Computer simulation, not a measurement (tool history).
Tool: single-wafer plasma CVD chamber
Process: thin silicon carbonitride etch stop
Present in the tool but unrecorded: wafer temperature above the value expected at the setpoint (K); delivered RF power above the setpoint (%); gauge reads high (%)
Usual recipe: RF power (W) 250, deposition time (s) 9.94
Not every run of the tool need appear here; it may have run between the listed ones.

| run | hour | RF power (W) | deposition time (s) | wafers since the last listed run | hours since the last thermocouple change | hours since the last RF generator calibration | hours since the showerhead was replaced | hours since the gauge calibration | read-back reference wafer on the same gauge, thickness_nm | mean film thickness on the monitor wafer (Å) |
|---|---|---|---|---|---|---|---|---|---|---|
| 1 | 0 | 250 | 9.94 | 0 | 2565.2 | 785.8 | 3393.1 | 35.5 | 5.569 | 61 |
| 2 | 9 | 250 | 9.94 | 496 | 2574.2 | 794.8 | 3402.1 | 44.5 | 5.57 | 60.92 |
| 3 | 26.7 | 280 | 9.94 | 976 | 2591.9 | 812.5 | 3419.8 | 62.2 | 5.57 | 63.33 |
| 4 | 40.6 | 280 | 9.94 | 766 | 2605.8 | 826.4 | 3433.7 | 76.1 | 5.571 | 63.39 |
| 5 | 48.6 | 230 | 9.94 | 441 | 2613.8 | 834.4 | 3441.7 | 84.1 | 5.566 | 59.28 |
| 6 | 56.6 | 230 | 9.94 | 441 | 2621.8 | 842.4 | 3449.7 | 92.1 | 5.568 | 59.23 |
| 7 | 66.5 | 230 | 9.94 | 545 | 2631.7 | 852.3 | 3459.6 | 102 | 5.572 | 59.25 |
|  | 77 | RF generator calibrated |
|  | 79 | showerhead replaced |
| 8 | 79.5 | 250 | 9.94 | 166 | 2644.7 | 2.5 | 0.5 | 115 | 5.568 | 62.77 |
|  | 99.2 | thermocouple changed; heater temperature recalibrated |
| 9 | 99.7 | 285 | 10.75 | 672 | 0.5 | 22.7 | 20.7 | 135.2 | 5.568 | 70.58 |
| 10 | 103.9 | 285 | 10.75 | 231 | 4.7 | 26.9 | 24.9 | 139.4 | 5.571 | 70.57 |
| 11 | 116.3 | 295 | 8.55 | 683 | 17.1 | 39.3 | 37.3 | 151.8 | 5.571 | 56.8 |
| 12 | 132.2 | 285 | 9.25 | 876 | 33 | 55.2 | 53.2 | 167.7 | 5.569 | 60.7 |
|  | 141.6 | gauge calibrated |
| 13 | 149.5 | 300 | 9.94 | 954 | 50.3 | 72.5 | 70.5 | 7.9 | 5.572 | 66.34 |
| 14 | 156.3 | 265 | 9.22 | 375 | 57.1 | 79.3 | 77.3 | 14.7 | 5.57 | 58.77 |
| 15 | 171.7 | 215 | 10.82 | 849 | 72.5 | 94.7 | 92.7 | 30.1 | 5.571 | 64.49 |

Expected results for the next run?
| 16 | 189.3 | 250 | 9.36 | 970 | 90.1 | 112.3 | 110.3 | 47.7 | ? | ? |

{"run 16": {"read-back reference wafer on the same gauge, thickness_nm": 5.568, "mean film thickness on the monitor wafer (Å)": 58.64}}
If the tool had no hidden condition, the same run with the same run-to-run variation would have returned mean film thickness on the monitor wafer (Å) 59.32.
